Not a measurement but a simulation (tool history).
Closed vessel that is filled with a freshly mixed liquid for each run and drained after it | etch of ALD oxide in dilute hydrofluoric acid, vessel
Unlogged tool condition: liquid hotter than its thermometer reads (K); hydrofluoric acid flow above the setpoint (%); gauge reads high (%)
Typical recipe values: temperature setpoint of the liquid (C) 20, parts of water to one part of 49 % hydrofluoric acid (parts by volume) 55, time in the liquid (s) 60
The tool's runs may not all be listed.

| run | hour | temperature setpoint of the liquid (C) | parts of water to one part of 49 % hydrofluoric acid (parts by volume) | time in the liquid (s) | wafers since the last listed run | hours since the thermometer was replaced | hours since the hydrofluoric acid flow meter was replaced | hours since the gauge calibration | read-back film thickness of the ALD oxide reference wafer, read on the same gauge (nm) | thickness taken off the ALD oxide on a monitor wafer (Å) |
|---|---|---|---|---|---|---|---|---|---|---|
| 1 | 0 | 20 | 55 | 60 | 0 | 586.4 | 1005.1 | 29.4 | 130 | 144.1 |
| 2 | 7.9 | 20 | 55 | 60 | 1153 | 594.3 | 1013 | 37.3 | 129.99 | 144 |
| 3 | 21.7 | 20 | 55 | 60 | 2014 | 608.1 | 1026.8 | 51.1 | 130.02 | 144.8 |
| 4 | 33.9 | 20 | 55 | 60 | 1781 | 620.3 | 1039 | 63.3 | 129.99 | 145 |
|  | 52.3 | gauge calibrated |
| 5 | 56.7 | 20 | 55 | 60 | 3329 | 643.1 | 1061.8 | 4.4 | 130 | 144.9 |
| 6 | 69.1 | 20 | 55 | 60 | 1810 | 655.5 | 1074.2 | 16.8 | 130.01 | 146.2 |
| 7 | 75.6 | 20 | 55 | 60 | 949 | 662 | 1080.7 | 23.3 | 130.03 | 145.4 |
| 8 | 86.3 | 20 | 55 | 60 | 1562 | 672.7 | 1091.4 | 34 | 130.01 | 146 |
| 9 | 94.3 | 20 | 55 | 60 | 1168 | 680.7 | 1099.4 | 42 | 129.99 | 146.4 |
|  | 101.2 | hydrofluoric acid flow meter replaced |
| 10 | 105.4 | 22.5 | 35 | 85 | 1474 | 691.8 | 4.2 | 53.1 | 129.98 | 330.9 |
| 11 | 111.9 | 23.5 | 70 | 40 | 949 | 698.3 | 10.7 | 59.6 | 130.01 | 77.8 |
|  | 113.9 | thermometer replaced |
| 12 | 127.2 | 20 | 30 | 95 | 2087 | 13.3 | 26 | 74.9 | 129.97 | 393.2 |
| 13 | 137.6 | 20 | 55 | 60 | 1518 | 23.7 | 36.4 | 85.3 | 130 | 131.2 |
|  | 143.6 | gauge calibrated |
| 14 | 153.9 | 20 | 45 | 30 | 2379 | 40 | 52.7 | 10.3 | 129.98 | 81.4 |
| 15 | 160 | 17 | 40 | 95 | 890 | 46.1 | 58.8 | 16.4 | 129.99 | 256.3 |

Branching from run 15: 5 alternative next runs. What would each branch give?
| A | 160.7 | 20 | 55 | 90 | 102 | 46.8 | 59.5 | 17.1 | ? | ? |
| B | 160.7 | 22 | 55 | 60 | 102 | 46.8 | 59.5 | 17.1 | ? | ? |
| C | 160.7 | 20 | 65 | 60 | 102 | 46.8 | 59.5 | 17.1 | ? | ? |
| D | 160.7 | 20 | 55 | 75 | 102 | 46.8 | 59.5 | 17.1 | ? | ? |
| E | 160.7 | 17 | 40 | 40 | 102 | 46.8 | 59.5 | 17.1 | ? | ? |

| run | read-back film thickness of the ALD oxide reference wafer, read on the same gauge (nm) | thickness taken off the ALD oxide on a monitor wafer (Å) |
|---|---|---|
| A | 130 | 196.7 |
| B | 130 | 142.6 |
| C | 130 | 109.7 |
| D | 130 | 163.9 |
| E | 130 | 107.4 |
What these runs would have given with no unlogged condition in the tool:
| run | thickness taken off the ALD oxide on a monitor wafer (Å) |
|---|---|
| A | 192.9 |
| B | 139.9 |
| C | 107.6 |
| D | 160.8 |
| E | 105.4 |
